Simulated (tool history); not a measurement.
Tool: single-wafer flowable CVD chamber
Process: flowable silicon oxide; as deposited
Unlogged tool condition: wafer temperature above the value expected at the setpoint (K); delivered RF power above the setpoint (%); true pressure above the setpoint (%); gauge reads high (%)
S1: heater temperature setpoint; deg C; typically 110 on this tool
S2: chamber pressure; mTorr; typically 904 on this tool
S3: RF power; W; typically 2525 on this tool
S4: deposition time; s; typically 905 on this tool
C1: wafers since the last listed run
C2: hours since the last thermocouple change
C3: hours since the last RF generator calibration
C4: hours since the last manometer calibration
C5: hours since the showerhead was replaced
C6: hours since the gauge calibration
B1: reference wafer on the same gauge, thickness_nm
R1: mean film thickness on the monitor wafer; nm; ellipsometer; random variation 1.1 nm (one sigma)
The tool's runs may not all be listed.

run,day,S1,S2,S3,S4,C1,C2,C3,C4,C5,C6,B1,R1
1,0.000,110,904,2525,905,0,91.4,109.5,1629.0,2065.5,2891.8,411.118,476.170
2,4.362,110,904,2525,905,163,196.1,214.2,1733.7,2170.2,2996.5,410.613,475.795
3,6.929,110,904,2525,905,95,257.7,275.8,1795.3,2231.8,3058.1,411.188,477.376
4,8.492,110,904,2525,905,58,295.2,313.3,1832.8,2269.3,3095.6,411.081,474.968
5,12.667,110,904,2525,905,156,395.4,413.5,1933.0,2369.5,3195.8,410.922,475.843
6,14.338,110,904,2210,905,62,435.5,453.6,1973.1,2409.6,3235.9,411.402,467.421
7,16.262,110,772,2525,905,71,481.7,499.8,2019.3,2455.8,3282.1,411.237,405.929
# day 19.196: showerhead replaced
8,20.304,110,904,2985,964,138,578.7,596.8,2116.3,26.6,3379.1,410.808,516.611
9,24.604,96,904,2525,761,160,681.9,700.0,2219.5,129.8,3482.3,410.849,661.193
10,27.012,122,904,2525,905,90,739.7,757.8,2277.3,187.6,3540.1,411.137,322.831
11,30.271,122,904,2525,905,121,817.9,836.0,2355.5,265.8,3618.3,411.144,322.057
# day 36.317: capacitance manometer re-zeroed and calibrated
12,38.862,110,904,2305,1016,308,1024.1,1042.2,61.1,472.0,3824.5,411.184,525.565
# day 40.433: thermocouple changed; heater temperature recalibrated
13,40.562,98,904,2525,796,51,3.1,1083.0,101.9,512.8,3865.3,410.737,641.397
14,43.388,110,904,2525,905,105,70.9,1150.8,169.7,580.6,3933.1,411.446,473.704
15,45.342,110,904,2525,1004,73,117.8,1197.7,216.6,627.5,3980.0,411.078,526.068
16,49.646,104,767,2050,1069,160,221.1,1301.0,319.9,730.8,4083.3,410.846,563.467
# day 49.917: gauge calibrated
17,52.462,120,904,2525,905,105,288.7,1368.6,387.5,798.4,61.1,411.048,340.948
18,56.421,102,1120,2525,905,148,383.7,1463.6,482.5,893.4,156.1,410.936,778.284
19,59.833,98,904,2915,905,127,465.6,1545.5,564.4,975.3,238.0,410.790,744.700
20,62.588,110,1000,2525,905,102,531.7,1611.6,630.5,1041.4,304.1,410.977,523.833
21,66.562,110,681,2770,730,148,627.1,1707.0,725.9,1136.8,399.5,410.743,289.607
22,69.712,110,904,2525,905,117,702.7,1782.6,801.5,1212.4,475.1,410.897,472.232
23,72.012,102,904,2525,905,86,757.9,1837.8,856.7,1267.6,530.3,411.169,630.187
24,75.746,110,904,2815,905,139,847.5,1927.4,946.3,1357.2,619.9,410.903,480.405
25,79.367,110,904,2525,766,135,934.4,2014.3,1033.2,1444.1,706.8,411.159,400.613
# day 81.671: thermocouple changed; heater temperature recalibrated
26,82.338,110,904,2525,976,98,16.0,2085.6,1104.5,1515.4,778.1,410.786,509.282
27,86.042,121,681,2525,1038,138,104.9,2174.5,1193.4,1604.3,867.0,411.145,281.495
28,88.054,115,904,2525,1017,75,153.2,2222.8,1241.7,1652.6,915.3,410.997,449.463

Give the tool's hidden conditions for every run:
wafer temperature above the value expected at the setpoint (K): 0 in every run
true pressure above the setpoint (%): 0 in every run
gauge reads high (%): 0 in every run
H1: delivered RF power above the setpoint (%)
run,H1
1,-1.04
2,-1.78
3,-2.17
4,-2.39
5,-2.93
6,-3.14
7,-3.35
8,-3.77
9,-4.17
10,-4.37
11,-4.62
12,-5.17
13,-5.27
14,-5.41
15,-5.51
16,-5.69
17,-5.81
18,-5.95
19,-6.05
20,-6.13
21,-6.24
22,-6.31
23,-6.36
24,-6.44
25,-6.5
26,-6.55
27,-6.61
28,-6.63

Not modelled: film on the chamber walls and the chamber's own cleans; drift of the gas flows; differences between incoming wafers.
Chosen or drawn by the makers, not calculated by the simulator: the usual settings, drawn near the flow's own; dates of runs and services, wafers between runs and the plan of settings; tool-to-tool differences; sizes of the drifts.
